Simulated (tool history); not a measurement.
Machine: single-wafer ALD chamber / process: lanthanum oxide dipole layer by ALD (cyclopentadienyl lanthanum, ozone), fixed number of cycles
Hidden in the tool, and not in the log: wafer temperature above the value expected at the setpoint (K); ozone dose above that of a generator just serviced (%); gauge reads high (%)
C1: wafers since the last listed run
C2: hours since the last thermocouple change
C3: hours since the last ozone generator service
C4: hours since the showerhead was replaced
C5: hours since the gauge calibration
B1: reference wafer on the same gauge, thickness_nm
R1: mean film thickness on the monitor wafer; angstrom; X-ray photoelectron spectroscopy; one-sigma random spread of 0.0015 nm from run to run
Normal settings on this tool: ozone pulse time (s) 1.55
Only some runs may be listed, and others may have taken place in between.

{"run": 1, "day": 0.0, "ozone pulse time (s)": 1.96, "C1": 0, "C2": 2157.1, "C3": 1410.8, "C4": 7697, "C5": 30, "B1": 0.576, "R1": 4.98}
{"run": 2, "day": 0.592, "ozone pulse time (s)": 1.96, "C1": 273, "C2": 2171.3, "C3": 1425, "C4": 7711.2, "C5": 44.2, "B1": 0.576, "R1": 4.98}
{"run": 3, "day": 1.088, "ozone pulse time (s)": 1.55, "C1": 229, "C2": 2183.2, "C3": 1436.9, "C4": 7723.1, "C5": 56.1, "B1": 0.575, "R1": 4.78}
{"run": 4, "day": 1.529, "ozone pulse time (s)": 1.55, "C1": 204, "C2": 2193.8, "C3": 1447.5, "C4": 7733.7, "C5": 66.7, "B1": 0.576, "R1": 4.76}
{"run": 5, "day": 2.171, "ozone pulse time (s)": 1.55, "C1": 296, "C2": 2209.2, "C3": 1462.9, "C4": 7749.1, "C5": 82.1, "B1": 0.576, "R1": 4.78}
{"run": 6, "day": 2.812, "ozone pulse time (s)": 1.55, "C1": 296, "C2": 2224.6, "C3": 1478.3, "C4": 7764.5, "C5": 97.5, "B1": 0.577, "R1": 4.77}
{"run": 7, "day": 3.208, "ozone pulse time (s)": 1.55, "C1": 182, "C2": 2234.1, "C3": 1487.8, "C4": 7774, "C5": 107, "B1": 0.576, "R1": 4.75}
{"run": 8, "day": 3.621, "ozone pulse time (s)": 1.55, "C1": 190, "C2": 2244, "C3": 1497.7, "C4": 7783.9, "C5": 116.9, "B1": 0.576, "R1": 4.74}
{"run": 9, "day": 3.983, "ozone pulse time (s)": 1.55, "C1": 167, "C2": 2252.7, "C3": 1506.4, "C4": 7792.6, "C5": 125.6, "B1": 0.576, "R1": 4.73}
{"run": 10, "day": 4.462, "ozone pulse time (s)": 1.55, "C1": 221, "C2": 2264.2, "C3": 1517.9, "C4": 7804.1, "C5": 137.1, "B1": 0.575, "R1": 4.76}
{"run": 11, "day": 4.717, "ozone pulse time (s)": 1.09, "C1": 117, "C2": 2270.3, "C3": 1524, "C4": 7810.2, "C5": 143.2, "B1": 0.575, "R1": 4.32}
{"run": 12, "day": 5.367, "ozone pulse time (s)": 1.09, "C1": 300, "C2": 2285.9, "C3": 1539.6, "C4": 7825.8, "C5": 158.8, "B1": 0.576, "R1": 4.3}
{"run": 13, "day": 5.929, "ozone pulse time (s)": 1.55, "C1": 259, "C2": 2299.4, "C3": 1553.1, "C4": 7839.3, "C5": 172.3, "B1": 0.576, "R1": 4.73}
{"run": 14, "day": 6.179, "ozone pulse time (s)": 1.55, "C1": 115, "C2": 2305.4, "C3": 1559.1, "C4": 7845.3, "C5": 178.3, "B1": 0.577, "R1": 4.7}
{"day": 6.538, "done": "showerhead replaced, of another model than before"}
{"day": 6.579, "done": "ozone generator serviced"}
{"run": 15, "day": 6.6, "ozone pulse time (s)": 1.55, "C1": 20, "C2": 2315.5, "C3": 0.5, "C4": 1.5, "C5": 188.4, "B1": 0.576, "R1": 5.11}
{"run": 16, "day": 6.988, "ozone pulse time (s)": 1.55, "C1": 179, "C2": 2324.8, "C3": 9.8, "C4": 10.8, "C5": 197.7, "B1": 0.576, "R1": 5.08}
{"day": 7.654, "done": "thermocouple changed; heater temperature recalibrated"}
{"run": 17, "day": 7.675, "ozone pulse time (s)": 1.97, "C1": 163, "C2": 0.5, "C3": 26.3, "C4": 27.3, "C5": 214.2, "B1": 0.576, "R1": 5.17}
{"run": 18, "day": 8.071, "ozone pulse time (s)": 1.55, "C1": 182, "C2": 10, "C3": 35.8, "C4": 36.8, "C5": 223.7, "B1": 0.576, "R1": 5.09}
{"run": 19, "day": 8.333, "ozone pulse time (s)": 1.95, "C1": 121, "C2": 16.3, "C3": 42.1, "C4": 43.1, "C5": 230, "B1": 0.576, "R1": 5.16}
{"day": 8.45, "done": "gauge calibrated"}
{"run": 20, "day": 9.083, "ozone pulse time (s)": 1.82, "C1": 346, "C2": 34.3, "C3": 60.1, "C4": 61.1, "C5": 15.2, "B1": 0.577, "R1": 5.15}
{"run": 21, "day": 9.371, "ozone pulse time (s)": 2.02, "C1": 132, "C2": 41.2, "C3": 67, "C4": 68, "C5": 22.1, "B1": 0.576, "R1": 5.14}
{"run": 22, "day": 10.017, "ozone pulse time (s)": 1.55, "C1": 298, "C2": 56.7, "C3": 82.5, "C4": 83.5, "C5": 37.6, "B1": 0.576, "R1": 5.1}
{"run": 23, "day": 10.35, "ozone pulse time (s)": 1.1, "C1": 154, "C2": 64.7, "C3": 90.5, "C4": 91.5, "C5": 45.6, "B1": 0.576, "R1": 4.88}
{"run": 24, "day": 10.621, "ozone pulse time (s)": 1.85, "C1": 125, "C2": 71.2, "C3": 97, "C4": 98, "C5": 52.1, "B1": 0.576, "R1": 5.16}
{"run": 25, "day": 11.092, "ozone pulse time (s)": 1.37, "C1": 217, "C2": 82.5, "C3": 108.3, "C4": 109.3, "C5": 63.4, "B1": 0.576, "R1": 5}
{"run": 26, "day": 11.471, "ozone pulse time (s)": 1.16, "C1": 175, "C2": 91.6, "C3": 117.4, "C4": 118.4, "C5": 72.5, "B1": 0.576, "R1": 4.94}
{"run": 27, "day": 11.762, "ozone pulse time (s)": 1.2, "C1": 134, "C2": 98.6, "C3": 124.4, "C4": 125.4, "C5": 79.5, "B1": 0.576, "R1": 4.96}
{"run": 28, "day": 12.192, "ozone pulse time (s)": 1.06, "C1": 198, "C2": 108.9, "C3": 134.7, "C4": 135.7, "C5": 89.8, "B1": 0.576, "R1": 4.89}
{"run": 29, "day": 12.458, "ozone pulse time (s)": 1, "C1": 123, "C2": 115.3, "C3": 141.1, "C4": 142.1, "C5": 96.2, "B1": 0.575, "R1": 4.85}
{"run": 30, "day": 12.954, "ozone pulse time (s)": 1.36, "C1": 229, "C2": 127.2, "C3": 153, "C4": 154, "C5": 108.1, "B1": 0.576, "R1": 5.02}
{"run": 31, "day": 13.479, "ozone pulse time (s)": 1.55, "C1": 242, "C2": 139.8, "C3": 165.6, "C4": 166.6, "C5": 120.7, "B1": 0.576, "R1": 5.05}
{"run": 32, "day": 13.788, "ozone pulse time (s)": 1.83, "C1": 142, "C2": 147.2, "C3": 173, "C4": 174, "C5": 128.1, "B1": 0.576, "R1": 5.14}

Branching from run 32: 4 alternative next runs. What would each branch give?
{"run": "A", "day": 13.804, "ozone pulse time (s)": 1.55, "C1": 7, "C2": 147.6, "C3": 173.4, "C4": 174.4, "C5": 128.5, "B1": "?", "R1": "?"}
{"run": "B", "day": 13.804, "ozone pulse time (s)": 1.81, "C1": 7, "C2": 147.6, "C3": 173.4, "C4": 174.4, "C5": 128.5, "B1": "?", "R1": "?"}
{"run": "C", "day": 13.804, "ozone pulse time (s)": 1.03, "C1": 7, "C2": 147.6, "C3": 173.4, "C4": 174.4, "C5": 128.5, "B1": "?", "R1": "?"}
{"run": "D", "day": 13.804, "ozone pulse time (s)": 2.05, "C1": 7, "C2": 147.6, "C3": 173.4, "C4": 174.4, "C5": 128.5, "B1": "?", "R1": "?"}

run=A B1=0.576 R1=5.06
run=B B1=0.576 R1=5.12
run=C B1=0.576 R1=4.86
run=D B1=0.576 R1=5.17
Without the tool's hidden state the same runs would have given:
run=A R1=5.08
run=B R1=5.14
run=C R1=4.89
run=D R1=5.18
